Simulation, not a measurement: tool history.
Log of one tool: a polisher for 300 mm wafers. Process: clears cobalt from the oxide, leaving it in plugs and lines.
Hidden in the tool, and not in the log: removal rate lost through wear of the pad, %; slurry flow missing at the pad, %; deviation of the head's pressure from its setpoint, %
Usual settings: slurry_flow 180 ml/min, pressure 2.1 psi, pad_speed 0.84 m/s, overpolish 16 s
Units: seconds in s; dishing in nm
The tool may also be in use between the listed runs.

run	day	slurry_flow	pressure	pad_speed	overpolish	wafers since the last listed run	wafers polished on this pad	hours since the slurry nozzle was cleaned	hours since the head pressure was calibrated	incoming thickness of the incoming film, nm	seconds	dishing
1	0	180	2.1	0.84	16	0	4031	100.2	134.3	161.3	34.6	41.4
# day 2.529: worn pad replaced by a new one
2	3.712	180	2.1	0.84	16	1175	391	189.3	223.4	162.3	36.1	41.9
# day 10.867: slurry nozzle cleaned
3	13.667	180	2.1	0.84	16	3287	3679	67.2	462.3	160.4	35.4	43.7
# day 17.171: worn pad replaced by a new one
4	17.192	210	2.1	0.84	16	1113	6	151.8	546.9	158.5	34	42.7
5	19.25	210	2.1	0.84	16	682	688	201.2	596.3	159.8	34.5	42.4
6	21.025	180	2.1	0.84	16	588	1277	243.8	638.9	160.5	35.8	42.3
7	23.979	180	2.1	0.84	16	979	2257	314.7	709.8	160.7	36.3	41.2
8	27.088	180	2.1	0.84	16	1030	3288	389.3	784.4	162	37.7	40.7
# day 29.65: slurry nozzle cleaned
9	31.229	180	2.1	0.84	16	1359	4647	37.9	883.8	160.1	35.2	42.9
# day 35.408: head pressure recalibrated
10	35.496	180	2.1	0.84	16	1387	6035	140.3	2.1	162.2	36.1	43.1
# day 35.692: worn pad replaced by a new one
11	39.846	180	2.1	0.84	16	1387	1377	244.7	106.5	158.5	36	41.1
12	41.479	180	2.1	0.84	16	541	1918	283.9	145.7	159.3	35.8	42.5
13	43.35	180	2.1	0.84	16	620	2539	328.8	190.6	160.3	36.6	41.6
# day 45.354: slurry nozzle cleaned
14	47.125	195	2.6	0.94	23	1238	3777	42.5	281.2	161	25.2	55.2
# day 50.296: worn pad replaced by a new one
15	50.575	180	2.5	1.02	25	1088	93	125.3	364	158	24.5	58.4
16	52.438	180	2.1	0.84	19	617	710	170	408.7	159.7	35.5	46.4
17	56.729	135	1.8	1.08	22	1423	2134	273	511.7	158.8	34.6	49.3
18	58.696	180	2.1	0.84	16	652	2786	320.2	558.9	160.3	36.7	41.5
19	61.108	180	2.1	0.84	16	800	3586	378.1	616.8	157.2	36.3	40.7
# day 62.608: slurry nozzle cleaned
20	64.054	180	2.6	0.6	16	963	4549	34.7	687.5	161	39.6	40
# day 64.908: worn pad replaced by a new one
21	66.292	125	2.1	0.84	16	686	458	88.4	741.2	159.6	36.6	42.6
22	70.333	180	2.1	0.84	16	1340	1799	185.4	838.2	158	34.6	42.3
23	73.925	220	1.7	1.14	20	1191	2990	271.6	924.4	160.2	31.2	50.6
24	77.133	240	2.5	0.84	24	1063	4054	348.6	1001.4	160.4	29.3	54.2
# day 77.45: slurry nozzle cleaned
# day 79.488: worn pad replaced by a new one
25	79.508	120	2.1	0.84	16	718	6	49.4	1058.4	161.4	36.6	41
26	82.029	180	2.1	0.84	16	835	842	109.9	1118.9	159.4	34.3	43.5

Hidden state or all else? Some run-to-run changes of seconds, split into what the settings, what came in and random variation would give without the hidden state, and what is left for the hidden state (with any gauge scatter that isn't in both results):
Run 8 -> 9: slurry nozzle cleaned. seconds -2.5 s: hidden state -2.4, all else -0.1.
Run 13 -> 14: slurry_flow 180 -> 195, pressure 2.1 -> 2.6, pad_speed 0.84 -> 0.94, overpolish 16 -> 23, slurry nozzle cleaned. seconds -11.4 s: hidden state -1.9, all else -9.5.
Run 15 -> 16: pressure 2.5 -> 2.1, pad_speed 1.02 -> 0.84, overpolish 25 -> 19. seconds +11 s: hidden state +0.5, all else +10.5.
Run 19 -> 20: pressure 2.1 -> 2.6, pad_speed 0.84 -> 0.6, slurry nozzle cleaned. seconds +3.3 s: hidden state -2.9, all else +6.2.
